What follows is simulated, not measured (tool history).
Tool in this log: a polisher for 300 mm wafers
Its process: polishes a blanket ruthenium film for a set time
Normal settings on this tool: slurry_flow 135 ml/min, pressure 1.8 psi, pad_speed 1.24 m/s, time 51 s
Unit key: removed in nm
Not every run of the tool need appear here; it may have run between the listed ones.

| run | hour | slurry_flow | pressure | pad_speed | time | incoming thickness of the incoming film, nm | removed |
|---|---|---|---|---|---|---|---|
| 1 | 0.0 | 135 | 1.8 | 1.24 | 51 | 351.5 | 65.5 |
| 2 | 36.0 | 100 | 1.8 | 1.24 | 51 | 350.0 | 61.2 |
| 3 | 63.9 | 100 | 1.8 | 1.24 | 51 | 344.0 | 60.5 |
| 4 | 93.9 | 100 | 1.8 | 1.24 | 51 | 349.0 | 60.6 |
|  | 107.6 | worn pad replaced by a new one |
| 5 | 112.0 | 135 | 1.8 | 1.46 | 51 | 350.1 | 75.4 |
| 6 | 137.2 | 135 | 1.9 | 1.24 | 51 | 350.3 | 68.2 |
| 7 | 172.7 | 135 | 1.9 | 1.24 | 51 | 348.7 | 68.5 |
| 8 | 204.2 | 135 | 1.8 | 1.24 | 51 | 353.6 | 64.8 |
| 9 | 229.9 | 135 | 1.8 | 1.24 | 51 | 350.7 | 63.9 |
| 10 | 245.8 | 135 | 1.8 | 1.24 | 51 | 355.3 | 64.7 |
|  | 255.2 | head pressure recalibrated |
| 11 | 281.7 | 135 | 1.8 | 1.24 | 51 | 347.1 | 67.4 |
|  | 295.7 | worn pad replaced by a new one |
| 12 | 314.7 | 135 | 1.8 | 1.24 | 51 | 346.6 | 68.1 |
| 13 | 328.9 | 165 | 1.8 | 1.24 | 51 | 354.8 | 70.6 |
| 14 | 352.4 | 165 | 1.8 | 1.24 | 51 | 345.6 | 70.7 |
|  | 374.7 | slurry nozzle cleaned |
| 15 | 375.3 | 135 | 1.8 | 1.24 | 51 | 350.1 | 67.3 |
| 16 | 438.1 | 135 | 1.8 | 1.24 | 51 | 351.3 | 67.6 |
| 17 | 458.4 | 120 | 1.8 | 1.08 | 51 | 354.9 | 57.0 |
| 18 | 472.7 | 120 | 1.8 | 1.24 | 51 | 348.0 | 65.2 |
|  | 490.1 | worn pad replaced by a new one |
| 19 | 498.2 | 120 | 2.1 | 1.66 | 65 | 354.3 | 128.9 |
| 20 | 521.1 | 100 | 1.8 | 1.24 | 41 | 356.3 | 49.4 |
| 21 | 533.8 | 135 | 1.8 | 1.54 | 39 | 349.8 | 63.7 |
| 22 | 554.1 | 150 | 1.4 | 1.08 | 64 | 355.6 | 58.2 |
| 23 | 589.1 | 135 | 1.8 | 1.24 | 41 | 352.2 | 54.1 |
| 24 | 616.4 | 135 | 1.8 | 1.24 | 51 | 353.2 | 67.9 |
| 25 | 643.8 | 135 | 1.2 | 0.94 | 46 | 346.9 | 30.6 |
| 26 | 660.7 | 110 | 1.8 | 1.08 | 51 | 345.9 | 55.9 |
|  | 673.9 | worn pad replaced by a new one |
| 27 | 692.4 | 175 | 1.8 | 1.00 | 38 | 352.6 | 42.8 |
| 28 | 704.8 | 165 | 1.8 | 1.24 | 63 | 353.9 | 85.9 |
| 29 | 736.5 | 135 | 1.8 | 1.38 | 51 | 349.6 | 73.5 |
| 30 | 757.0 | 100 | 1.8 | 1.24 | 51 | 351.1 | 62.6 |
|  | 762.3 | slurry nozzle cleaned |
| 31 | 782.0 | 135 | 1.8 | 1.24 | 51 | 355.6 | 67.0 |
| 32 | 794.1 | 100 | 1.8 | 1.24 | 41 | 346.6 | 49.3 |
| 33 | 818.0 | 135 | 1.8 | 1.24 | 51 | 352.7 | 67.3 |
| 34 | 830.1 | 110 | 1.8 | 0.84 | 51 | 351.4 | 43.3 |
| 35 | 848.4 | 135 | 1.8 | 1.06 | 51 | 349.0 | 56.4 |
|  | 882.2 | worn pad replaced by a new one |
| 36 | 882.7 | 135 | 2.1 | 1.64 | 51 | 349.5 | 102.7 |
| 37 | 913.4 | 160 | 2.0 | 1.64 | 56 | 347.6 | 109.4 |

Below, each run's measurement less what the same run would have read without the hidden state. Both values contain the same run-to-run variation, but the gauge's scatter may not be the same in both:
Hidden conditions of the tool in this case: removal rate lost through wear of the pad, %; slurry flow missing at the pad, %; deviation of the head's pressure from its setpoint, %.
| run | removed |
|---|---|
| 1 | -1.8 |
| 2 | -1.9 |
| 3 | -1.9 |
| 4 | -2.1 |
| 5 | -2.7 |
| 6 | -2.6 |
| 7 | -2.7 |
| 8 | -2.8 |
| 9 | -2.9 |
| 10 | -3.0 |
| 11 | -0.1 |
| 12 | -0.1 |
| 13 | -0.2 |
| 14 | -0.1 |
| 15 | -0.1 |
| 16 | -0.2 |
| 17 | -0.2 |
| 18 | -0.2 |
| 19 | -0.4 |
| 20 | -0.2 |
| 21 | -0.2 |
| 22 | -0.3 |
| 23 | -0.3 |
| 24 | -0.4 |
| 25 | -0.2 |
| 26 | -0.4 |
| 27 | -0.4 |
| 28 | -0.8 |
| 29 | -0.7 |
| 30 | -0.6 |
| 31 | -0.7 |
| 32 | -0.6 |
| 33 | -0.8 |
| 34 | -0.5 |
| 35 | -0.8 |
| 36 | -1.6 |
| 37 | -1.9 |

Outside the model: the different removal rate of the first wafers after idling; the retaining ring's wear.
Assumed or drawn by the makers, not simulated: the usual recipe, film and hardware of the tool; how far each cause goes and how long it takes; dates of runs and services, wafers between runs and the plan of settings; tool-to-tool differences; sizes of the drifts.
